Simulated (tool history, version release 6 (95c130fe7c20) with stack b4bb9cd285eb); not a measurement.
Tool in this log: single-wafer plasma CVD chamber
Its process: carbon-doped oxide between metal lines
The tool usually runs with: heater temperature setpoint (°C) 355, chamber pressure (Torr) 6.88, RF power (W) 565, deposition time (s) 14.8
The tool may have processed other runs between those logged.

| run | hour | heater temperature setpoint (°C) | chamber pressure (Torr) | RF power (W) | deposition time (s) | wafers since the last listed run | hours since the last thermocouple change | hours since the last RF generator calibration | hours since the last manometer calibration | hours since the showerhead was replaced | hours since the gauge calibration | read-back reference wafer on the same gauge, thickness_nm | mean film thickness on the monitor wafer (nm) |
|---|---|---|---|---|---|---|---|---|---|---|---|---|---|
| 1 | 0.0 | 365 | 6.88 | 565 | 14.8 | 0 | 1065.9 | 1599.6 | 1349.0 | 6305.4 | 487.3 | 81.958 | 91.157 |
| 2 | 68.4 | 355 | 6.88 | 565 | 14.8 | 3507 | 1134.3 | 1668.0 | 1417.4 | 6373.8 | 555.7 | 81.853 | 92.441 |
| 3 | 169.9 | 355 | 6.88 | 565 | 14.8 | 5205 | 1235.8 | 1769.5 | 1518.9 | 6475.3 | 657.2 | 82.054 | 92.585 |
| 4 | 259.5 | 355 | 6.88 | 565 | 14.8 | 4595 | 1325.4 | 1859.1 | 1608.5 | 6564.9 | 746.8 | 82.053 | 92.086 |
| 5 | 367.3 | 355 | 6.88 | 565 | 14.8 | 5528 | 1433.2 | 1966.9 | 1716.3 | 6672.7 | 854.6 | 82.084 | 92.081 |
| 6 | 463.7 | 355 | 6.88 | 565 | 14.8 | 4943 | 1529.6 | 2063.3 | 1812.7 | 6769.1 | 951.0 | 82.087 | 92.732 |
|  | 495.5 | RF generator calibrated |
| 7 | 558.6 | 355 | 6.88 | 565 | 14.8 | 4456 | 1624.5 | 63.1 | 1907.6 | 6864.0 | 1045.9 | 81.987 | 92.673 |
| 8 | 660.8 | 355 | 6.88 | 565 | 14.8 | 5241 | 1726.7 | 165.3 | 2009.8 | 6966.2 | 1148.1 | 81.828 | 92.172 |
| 9 | 737.9 | 355 | 6.88 | 565 | 14.8 | 3954 | 1803.8 | 242.4 | 2086.9 | 7043.3 | 1225.2 | 81.965 | 92.073 |
| 10 | 792.9 | 359 | 6.88 | 615 | 13.2 | 2820 | 1858.8 | 297.4 | 2141.9 | 7098.3 | 1280.2 | 81.893 | 87.223 |
| 11 | 837.8 | 355 | 6.88 | 565 | 14.8 | 2302 | 1903.7 | 342.3 | 2186.8 | 7143.2 | 1325.1 | 81.960 | 92.503 |
|  | 858.3 | showerhead replaced |
| 12 | 928.6 | 364 | 6.42 | 565 | 17.4 | 4246 | 1994.5 | 433.1 | 2277.6 | 70.3 | 1415.9 | 82.058 | 105.698 |
|  | 978.9 | capacitance manometer re-zeroed and calibrated |
| 13 | 996.2 | 355 | 6.88 | 565 | 14.8 | 3056 | 2062.1 | 500.7 | 17.3 | 137.9 | 1483.5 | 81.890 | 92.329 |
| 14 | 1037.1 | 355 | 7.69 | 620 | 14.8 | 2097 | 2103.0 | 541.6 | 58.2 | 178.8 | 1524.4 | 81.962 | 98.892 |
| 15 | 1119.1 | 355 | 6.88 | 565 | 14.8 | 4205 | 2185.0 | 623.6 | 140.2 | 260.8 | 1606.4 | 81.960 | 92.917 |
| 16 | 1188.1 | 345 | 8.57 | 565 | 14.8 | 3538 | 2254.0 | 692.6 | 209.2 | 329.8 | 1675.4 | 81.936 | 95.897 |
|  | 1213.6 | thermocouple changed; heater temperature recalibrated |
| 17 | 1246.4 | 355 | 5.73 | 565 | 14.8 | 2579 | 32.8 | 750.9 | 267.5 | 388.1 | 1733.7 | 82.130 | 91.584 |
| 18 | 1301.8 | 355 | 6.88 | 565 | 14.8 | 2841 | 88.2 | 806.3 | 322.9 | 443.5 | 1789.1 | 81.993 | 92.283 |
|  | 1364.9 | gauge calibrated |
| 19 | 1366.2 | 355 | 5.29 | 565 | 14.8 | 3302 | 152.6 | 870.7 | 387.3 | 507.9 | 1.3 | 81.958 | 89.257 |
| 20 | 1504.3 | 355 | 6.88 | 565 | 14.8 | 7082 | 290.7 | 1008.8 | 525.4 | 646.0 | 139.4 | 82.044 | 92.445 |
| 21 | 1544.6 | 362 | 8.52 | 565 | 14.8 | 2066 | 331.0 | 1049.1 | 565.7 | 686.3 | 179.7 | 82.073 | 91.337 |
| 22 | 1625.8 | 355 | 6.32 | 565 | 14.8 | 4164 | 412.2 | 1130.3 | 646.9 | 767.5 | 260.9 | 82.063 | 91.456 |
| 23 | 1733.6 | 355 | 5.24 | 620 | 14.8 | 5528 | 520.0 | 1238.1 | 754.7 | 875.3 | 368.7 | 82.003 | 95.796 |
| 24 | 1807.5 | 360 | 6.88 | 565 | 14.8 | 3790 | 593.9 | 1312.0 | 828.6 | 949.2 | 442.6 | 82.050 | 91.851 |
| 25 | 1903.1 | 355 | 6.88 | 565 | 14.8 | 4902 | 689.5 | 1407.6 | 924.2 | 1044.8 | 538.2 | 82.029 | 92.896 |
| 26 | 1956.6 | 355 | 6.88 | 565 | 13.1 | 2743 | 743.0 | 1461.1 | 977.7 | 1098.3 | 591.7 | 82.084 | 81.960 |
| 27 | 2000.9 | 359 | 5.40 | 565 | 14.8 | 2271 | 787.3 | 1505.4 | 1022.0 | 1142.6 | 636.0 | 82.222 | 89.546 |
| 28 | 2076.7 | 367 | 5.27 | 565 | 14.8 | 3887 | 863.1 | 1581.2 | 1097.8 | 1218.4 | 711.8 | 82.086 | 87.481 |

Branching from run 28: 4 alternative next runs. What would each branch give?
| A | 2077.1 | 355 | 8.04 | 565 | 14.8 | 20 | 863.5 | 1581.6 | 1098.2 | 1218.8 | 712.2 | ? | ? |
| B | 2077.1 | 342 | 6.18 | 500 | 13.6 | 20 | 863.5 | 1581.6 | 1098.2 | 1218.8 | 712.2 | ? | ? |
| C | 2077.1 | 344 | 6.88 | 565 | 14.8 | 20 | 863.5 | 1581.6 | 1098.2 | 1218.8 | 712.2 | ? | ? |
| D | 2077.1 | 355 | 8.21 | 565 | 14.8 | 20 | 863.5 | 1581.6 | 1098.2 | 1218.8 | 712.2 | ? | ? |

| run | read-back reference wafer on the same gauge, thickness_nm | mean film thickness on the monitor wafer (nm) |
|---|---|---|
| A | 81.992 | 93.327 |
| B | 81.992 | 79.704 |
| C | 81.992 | 94.989 |
| D | 81.992 | 93.436 |
Take away the tool's hidden state, keep each run's random variation, and the runs would have read:
| run | mean film thickness on the monitor wafer (nm) |
|---|---|
| A | 93.327 |
| B | 79.704 |
| C | 94.989 |
| D | 93.436 |
